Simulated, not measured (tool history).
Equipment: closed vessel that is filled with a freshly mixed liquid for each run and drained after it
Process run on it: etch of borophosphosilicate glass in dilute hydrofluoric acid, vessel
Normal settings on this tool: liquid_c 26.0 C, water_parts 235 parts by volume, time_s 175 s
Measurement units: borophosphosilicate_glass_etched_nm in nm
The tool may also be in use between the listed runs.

run    hour  liquid_c  water_parts  time_s  wafers since the last listed run  hours since the thermometer was replaced  hours since the hydrofluoric acid flow meter was replaced  hours since the gauge calibration  read-back film thickness of the borophosphosilicate glass reference wafer, read on the same gauge (nm)  borophosphosilicate_glass_etched_nm
  1     0.0      26.0          235     175                                 0                                     912.1                                                      250.4                             1011.7                                                                                                   76.13                                33.23
  2    51.7      26.0          235     175                              6391                                     963.8                                                      302.1                             1063.4                                                                                                   75.82                                32.96
  3    95.5      26.0          185     175                              5415                                    1007.6                                                      345.9                             1107.2                                                                                                   75.57                                43.72
  4   147.1      26.0          185     175                              6379                                    1059.2                                                      397.5                             1158.8                                                                                                   75.31                                44.11
      149.4  -- gauge calibrated
  5   187.1      26.0          185     175                              4945                                    1099.2                                                      437.5                               37.7                                                                                                   79.97                                46.71
  6   259.2      26.0          235     135                              8914                                    1171.3                                                      509.6                              109.8                                                                                                   79.90                                26.92
  7   312.8      26.0          235     135                              6626                                    1224.9                                                      563.2                              163.4                                                                                                   79.89                                26.82
  8   403.1      26.0          235     135                             11164                                    1315.2                                                      653.5                              253.7                                                                                                   79.76                                26.63
  9   447.6      26.0          235     175                              5501                                    1359.7                                                      698.0                              298.2                                                                                                   79.71                                34.76
 10   521.1      26.0          235     175                              9087                                    1433.2                                                      771.5                              371.7                                                                                                   79.58                                34.54
 11   589.0      26.0          235     175                              8394                                    1501.1                                                      839.4                              439.6                                                                                                   79.46                                34.51
 12   645.3      26.0          235     175                              6960                                    1557.4                                                      895.7                              495.9                                                                                                   79.30                                34.61
 13   705.5      29.5          235     230                              7442                                    1617.6                                                      955.9                              556.1                                                                                                   79.11                                51.53
 14   812.9      26.0          235     175                             13278                                    1725.0                                                     1063.3                              663.5                                                                                                   78.77                                34.32
      848.7  -- thermometer replaced
 15   883.0      22.0          200     175                              8543                                      34.3                                                     1133.4                              733.6                                                                                                   78.49                                35.92
 16   970.0      26.0          295     145                             10756                                     121.3                                                     1220.4                              820.6                                                                                                   78.12                                21.09
 17  1065.9      26.0          235     175                             11856                                     217.2                                                     1316.3                              916.5                                                                                                   77.71                                33.67
 18  1172.0      23.5          285     230                             13117                                     323.3                                                     1422.4                             1022.6                                                                                                   77.08                                31.45
     1202.3  -- hydrofluoric acid flow meter replaced
 19  1261.6      26.0          235     175                             10954                                     412.9                                                       59.3                             1112.2                                                                                                   76.62                                33.03
 20  1368.2      26.0          235     175                             13179                                     519.5                                                      165.9                             1218.8                                                                                                   75.93                                33.44
     1381.7  -- gauge calibrated
 21  1455.3      28.0          265     260                             10768                                     606.6                                                      253.0                               73.6                                                                                                   80.07                                46.87
 22  1546.0      26.0          235     175                             11213                                     697.3                                                      343.7                              164.3                                                                                                   79.97                                34.69
 23  1647.0      30.5          145     105                             12487                                     798.3                                                      444.7                              265.3                                                                                                   79.82                                44.60
 24  1745.7      21.0          235     175                             12202                                     897.0                                                      543.4                              364.0                                                                                                   79.68                                28.80

Each row is a separate what-if for the run after 24, all from the same tool condition, not one after another. Results?
  A  1746.4      26.0          175     175                                86                                     897.7                                                      544.1                              364.7                                                                                                       ?                                    ?
  B  1746.4      26.0          350     175                                86                                     897.7                                                      544.1                              364.7                                                                                                       ?                                    ?
  C  1746.4      26.0          280     220                                86                                     897.7                                                      544.1                              364.7                                                                                                       ?                                    ?
  D  1746.4      29.0          130     100                                86                                     897.7                                                      544.1                              364.7                                                                                                       ?                                    ?
  E  1746.4      22.0          175     175                                86                                     897.7                                                      544.1                              364.7                                                                                                       ?                                    ?

run  read-back film thickness of the borophosphosilicate glass reference wafer, read on the same gauge (nm)  borophosphosilicate_glass_etched_nm
  A                                                                                                   79.69                                49.38
  B                                                                                                   79.69                                20.53
  C                                                                                                   79.69                                34.59
  D                                                                                                   79.69                                44.85
  E                                                                                                   79.69                                42.49
With no hidden state in the tool, these same runs would have given:
run  borophosphosilicate_glass_etched_nm
  A                                49.58
  B                                20.61
  C                                34.73
  D                                45.03
  E                                42.66
